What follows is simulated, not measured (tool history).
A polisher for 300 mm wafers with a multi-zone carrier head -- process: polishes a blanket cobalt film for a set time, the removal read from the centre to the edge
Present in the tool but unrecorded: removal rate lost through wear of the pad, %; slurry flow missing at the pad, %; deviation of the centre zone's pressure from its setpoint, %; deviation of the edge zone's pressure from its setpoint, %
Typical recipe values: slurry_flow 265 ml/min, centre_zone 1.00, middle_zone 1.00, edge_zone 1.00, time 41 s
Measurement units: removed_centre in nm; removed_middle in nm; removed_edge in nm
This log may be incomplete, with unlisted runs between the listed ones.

run   hour  slurry_flow  centre_zone  middle_zone  edge_zone  time  wafers since the last listed run  wafers polished on this pad  hours since the slurry nozzle was cleaned  hours since the centre zone pressure was calibrated  hours since the edge zone pressure was calibrated  hours since the carrier head's membrane was replaced  incoming thickness of the incoming film, nm  removed_centre  removed_middle  removed_edge
  1    0.0          265         1.00         1.00       1.00    41                                 0                         3209                                       73.1                                                446.4                                              534.4                                                1598.9                                        760.1           240.2           245.7         240.3
      14.9  -- worn pad replaced by a new one
  2   30.5          265         1.04         1.00       1.08    41                               467                          276                                      103.6                                                476.9                                              564.9                                                1629.4                                        752.0           266.2           272.6         272.1
  3   51.5          265         0.94         1.00       1.00    41                               370                          646                                      124.6                                                497.9                                              585.9                                                1650.4                                        759.7           236.4           263.7         257.6
  4   87.3          265         0.94         1.00       1.00    41                               632                         1279                                      160.4                                                533.7                                              621.7                                                1686.2                                        769.0           228.7           254.4         252.2
  5  121.7          265         0.94         1.00       1.00    41                               607                         1886                                      194.8                                                568.1                                              656.1                                                1720.6                                        746.7           228.8           247.6         241.0
  6  156.5          265         1.04         0.89       1.09    51                               614                         2501                                      229.6                                                602.9                                              690.9                                                1755.4                                        762.1           305.3           279.6         312.1
     164.9  -- slurry nozzle cleaned
  7  185.4          265         1.00         1.00       1.00    41                               492                         2993                                       20.5                                                631.8                                              719.8                                                1784.3                                        754.2           235.8           242.7         236.6
     203.1  -- edge zone pressure recalibrated
     210.7  -- worn pad replaced by a new one
     212.9  -- centre zone pressure recalibrated
     259.4  -- carrier head's membrane replaced by a new one
  8  273.9          265         1.00         0.94       1.00    41                              1333                          992                                      109.0                                                 61.0                                               70.8                                                  14.5                                        744.2           241.7           242.8         251.4
  9  294.9          265         1.00         1.05       1.04    37                               370                         1362                                      130.0                                                 82.0                                               91.8                                                  35.5                                        770.6           222.8           236.8         225.9
     368.8  -- slurry nozzle cleaned
 10  373.0          265         1.10         0.92       1.00    29                              1361                         2724                                        4.2                                                160.1                                              169.9                                                 113.6                                        761.2           187.4           161.5         168.5
 11  398.7          265         1.00         1.00       1.00    46                               453                         3178                                       29.9                                                185.8                                              195.6                                                 139.3                                        759.2           262.8           274.3         269.4
     428.3  -- worn pad replaced by a new one
 12  428.8          200         1.12         1.04       0.88    41                               460                            8                                       60.0                                                215.9                                              225.7                                                 169.4                                        762.5           287.2           278.6         252.1
 13  459.3          225         0.96         1.00       1.00    33                               538                          547                                       90.5                                                246.4                                              256.2                                                 199.9                                        758.2           196.2           207.2         206.1
 14  477.7          265         1.00         1.00       1.00    41                               324                          872                                      108.9                                                264.8                                              274.6                                                 218.3                                        764.6           252.6           259.3         252.2
 15  496.5          265         1.00         1.00       1.00    41                               331                         1204                                      127.7                                                283.6                                              293.4                                                 237.1                                        760.5           246.6           254.9         251.3
 16  525.0          265         1.00         1.06       1.00    41                               503                         1707                                      156.2                                                312.1                                              321.9                                                 265.6                                        760.5           244.2           262.4         241.3
 17  556.7          265         0.94         1.00       1.00    45                               559                         2267                                      187.9                                                343.8                                              353.6                                                 297.3                                        756.4           248.6           269.1         263.6
 18  586.6          265         0.95         1.00       1.00    41                               528                         2795                                      217.8                                                373.7                                              383.5                                                 327.2                                        761.6           229.2           243.2         236.6
     598.5  -- worn pad replaced by a new one
     614.6  -- slurry nozzle cleaned
 19  616.4          295         0.90         1.00       0.90    41                               437                          299                                        1.8                                                403.5                                              413.3                                                 357.0                                        769.2           244.6           276.4         260.3
 20  633.1          265         1.00         1.00       1.00    36                               294                          594                                       18.5                                                420.2                                              430.0                                                 373.7                                        756.7           230.2           234.9         228.9
 21  645.8          265         0.97         1.00       0.95    41                               224                          818                                       31.2                                                432.9                                              442.7                                                 386.4                                        766.4           251.9           265.0         253.3

Below are 5 alternative next runs, each starting from the tool's condition after run 21. Predict each:
  A  646.2          265         1.00         1.00       1.00    41                                 7                          825                                       31.6                                                433.3                                              443.1                                                 386.8                                        768.3               ?               ?             ?
  B  646.2          215         1.00         1.00       0.93    41                                 7                          825                                       31.6                                                433.3                                              443.1                                                 386.8                                        768.3               ?               ?             ?
  C  646.2          355         0.96         1.00       1.00    45                                 7                          825                                       31.6                                                433.3                                              443.1                                                 386.8                                        768.3               ?               ?             ?
  D  646.2          265         1.00         1.00       0.90    41                                 7                          825                                       31.6                                                433.3                                              443.1                                                 386.8                                        768.3               ?               ?             ?
  E  646.2          330         0.91         0.91       1.00    34                                 7                          825                                       31.6                                                433.3                                              443.1                                                 386.8                                        768.3               ?               ?             ?

run  removed_centre  removed_middle  removed_edge
  A           256.1           261.8         259.8
  B           248.8           255.0         246.7
  C           278.4           295.6         291.4
  D           256.1           261.8         248.1
  E           197.8           205.2         219.3
Take away the tool's hidden state, keep each run's random variation, and the runs would have read:
run  removed_centre  removed_middle  removed_edge
  A           275.2           281.3         279.2
  B           267.3           274.0         265.1
  C           299.1           317.7         313.1
  D           275.2           281.3         266.6
  E           212.5           220.4         235.7

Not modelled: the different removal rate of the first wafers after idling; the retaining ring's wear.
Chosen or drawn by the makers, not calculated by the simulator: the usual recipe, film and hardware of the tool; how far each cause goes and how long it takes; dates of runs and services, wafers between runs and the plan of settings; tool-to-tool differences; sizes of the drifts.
